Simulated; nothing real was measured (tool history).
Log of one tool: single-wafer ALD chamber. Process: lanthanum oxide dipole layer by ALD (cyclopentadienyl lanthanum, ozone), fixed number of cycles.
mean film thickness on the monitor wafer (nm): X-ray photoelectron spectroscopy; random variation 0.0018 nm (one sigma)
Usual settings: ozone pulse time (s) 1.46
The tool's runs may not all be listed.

run	hour	ozone pulse time (s)	read-back reference wafer on the same gauge, thickness_nm	mean film thickness on the monitor wafer (nm)
1	0.0	1.46	0.547	0.534
2	21.8	1.46	0.549	0.536
3	113.9	1.46	0.549	0.541
4	130.9	1.46	0.550	0.539
5	151.7	1.46	0.551	0.537
6	167.9	1.46	0.552	0.538
# hour 239.0: thermocouple changed; heater temperature recalibrated
7	239.5	1.46	0.553	0.542
# hour 260.1: showerhead replaced
8	272.0	1.46	0.553	0.542
9	288.4	1.46	0.554	0.542
# hour 299.6: gauge calibrated
10	322.2	1.46	0.545	0.533
# hour 333.5: ozone generator serviced
11	336.9	1.63	0.546	0.543
12	356.8	0.98	0.546	0.499
13	390.5	1.14	0.547	0.512
14	409.5	1.30	0.547	0.527
15	437.9	1.79	0.548	0.551

Run 16 comes next. What will it give?
16	457.4	1.46	?	?

Run 16 gave read-back reference wafer on the same gauge, thickness_nm 0.548, mean film thickness on the monitor wafer (nm) 0.536.
Without the tool's hidden state the same run would have given mean film thickness on the monitor wafer (nm) 0.532.

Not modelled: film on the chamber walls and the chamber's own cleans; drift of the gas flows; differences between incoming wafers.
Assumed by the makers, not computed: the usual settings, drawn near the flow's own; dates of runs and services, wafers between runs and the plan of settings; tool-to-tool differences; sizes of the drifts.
